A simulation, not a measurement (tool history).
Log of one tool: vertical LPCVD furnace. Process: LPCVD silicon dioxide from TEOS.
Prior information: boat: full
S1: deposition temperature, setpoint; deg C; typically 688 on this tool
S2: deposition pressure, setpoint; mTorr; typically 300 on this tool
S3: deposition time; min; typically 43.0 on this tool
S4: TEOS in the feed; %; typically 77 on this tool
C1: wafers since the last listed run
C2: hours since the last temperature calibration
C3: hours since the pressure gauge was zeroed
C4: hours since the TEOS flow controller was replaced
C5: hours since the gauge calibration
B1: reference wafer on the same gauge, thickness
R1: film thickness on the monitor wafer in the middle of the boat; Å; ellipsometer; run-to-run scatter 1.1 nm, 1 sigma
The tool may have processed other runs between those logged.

run 1 hour=0.0 | S1=688 S2=300 S3=43.0 S4=65 | C1=0 C2=2302.5 C3=3675.6 C4=3941.7 C5=587.7 | B1=214.01 | R1=2317.5
run 2 hour=90.9 | S1=688 S2=330 S3=43.0 S4=77 | C1=1681 C2=2393.4 C3=3766.5 C4=4032.6 C5=678.6 | B1=213.92 | R1=2692.3
run 3 hour=153.6 | S1=688 S2=300 S3=43.0 S4=77 | C1=1159 C2=2456.1 C3=3829.2 C4=4095.3 C5=741.3 | B1=213.86 | R1=2573.1
run 4 hour=205.0 | S1=688 S2=300 S3=51.0 S4=77 | C1=950 C2=2507.5 C3=3880.6 C4=4146.7 C5=792.7 | B1=213.75 | R1=3065.9
run 5 hour=301.4 | S1=688 S2=300 S3=51.0 S4=77 | C1=1782 C2=2603.9 C3=3977.0 C4=4243.1 C5=889.1 | B1=213.71 | R1=3055.8
-- hour=413.0 thermocouples replaced and temperature profile calibrated
run 6 hour=413.5 | S1=688 S2=300 S3=43.0 S4=67 | C1=1629 C2=0.5 C3=4089.1 C4=4355.2 C5=1001.2 | B1=213.94 | R1=2564.8
-- hour=460.5 gauge calibrated
-- hour=485.4 pressure gauge zeroed
run 7 hour=485.9 | S1=688 S2=350 S3=55.0 S4=77 | C1=895 C2=72.9 C3=0.5 C4=4427.6 C5=25.4 | B1=213.79 | R1=3774.8
run 8 hour=526.6 | S1=688 S2=350 S3=55.0 S4=77 | C1=752 C2=113.6 C3=41.2 C4=4468.3 C5=66.1 | B1=213.80 | R1=3804.4
run 9 hour=567.1 | S1=688 S2=300 S3=43.0 S4=77 | C1=749 C2=154.1 C3=81.7 C4=4508.8 C5=106.6 | B1=214.28 | R1=2759.8
run 10 hour=615.0 | S1=688 S2=270 S3=26.5 S4=77 | C1=885 C2=202.0 C3=129.6 C4=4556.7 C5=154.5 | B1=213.85 | R1=1614.0
-- hour=695.9 thermocouples replaced and temperature profile calibrated, repeated, since the last time left the tool worse
run 11 hour=697.1 | S1=688 S2=300 S3=43.0 S4=77 | C1=1074 C2=1.2 C3=211.7 C4=4638.8 C5=236.6 | B1=213.82 | R1=2421.3
run 12 hour=775.1 | S1=688 S2=300 S3=56.5 S4=66 | C1=1442 C2=79.2 C3=289.7 C4=4716.8 C5=314.6 | B1=213.91 | R1=2978.2
-- hour=846.7 TEOS flow controller replaced
run 13 hour=872.0 | S1=688 S2=300 S3=38.0 S4=86 | C1=1348 C2=176.1 C3=386.6 C4=25.3 C5=411.5 | B1=214.07 | R1=2272.9
run 14 hour=951.8 | S1=688 S2=300 S3=27.5 S4=64 | C1=1475 C2=255.9 C3=466.4 C4=105.1 C5=491.3 | B1=213.99 | R1=1422.8
run 15 hour=1110.0 | S1=676 S2=320 S3=49.0 S4=89 | C1=2925 C2=414.1 C3=624.6 C4=263.3 C5=649.5 | B1=214.17 | R1=2307.1
run 16 hour=1195.3 | S1=695 S2=275 S3=43.0 S4=85 | C1=1577 C2=499.4 C3=709.9 C4=348.6 C5=734.8 | B1=214.29 | R1=2888.9

Here are 5 independent what-if runs from the current tool condition. What would each one return?
run A hour=1199.1 | S1=688 S2=300 S3=43.0 S4=77 | C1=70 C2=503.2 C3=713.7 C4=352.4 C5=738.6 | B1=? | R1=?
run B hour=1199.1 | S1=688 S2=300 S3=43.0 S4=81 | C1=70 C2=503.2 C3=713.7 C4=352.4 C5=738.6 | B1=? | R1=?
run C hour=1199.1 | S1=696 S2=300 S3=43.0 S4=77 | C1=70 C2=503.2 C3=713.7 C4=352.4 C5=738.6 | B1=? | R1=?
run D hour=1199.1 | S1=681 S2=300 S3=58.0 S4=67 | C1=70 C2=503.2 C3=713.7 C4=352.4 C5=738.6 | B1=? | R1=?
run E hour=1199.1 | S1=688 S2=370 S3=52.5 S4=90 | C1=70 C2=503.2 C3=713.7 C4=352.4 C5=738.6 | B1=? | R1=?

run=A B1=213.72 R1=2448.7
run=B B1=213.72 R1=2511.5
run=C B1=213.72 R1=2958.5
run=D B1=213.72 R1=2604.3
run=E B1=213.72 R1=3589.6
With the hidden condition removed and each run's random variation left untouched, the same runs would have given:
run=A R1=2436.3
run=B R1=2498.8
run=C R1=2943.7
run=D R1=2590.8
run=E R1=3571.4

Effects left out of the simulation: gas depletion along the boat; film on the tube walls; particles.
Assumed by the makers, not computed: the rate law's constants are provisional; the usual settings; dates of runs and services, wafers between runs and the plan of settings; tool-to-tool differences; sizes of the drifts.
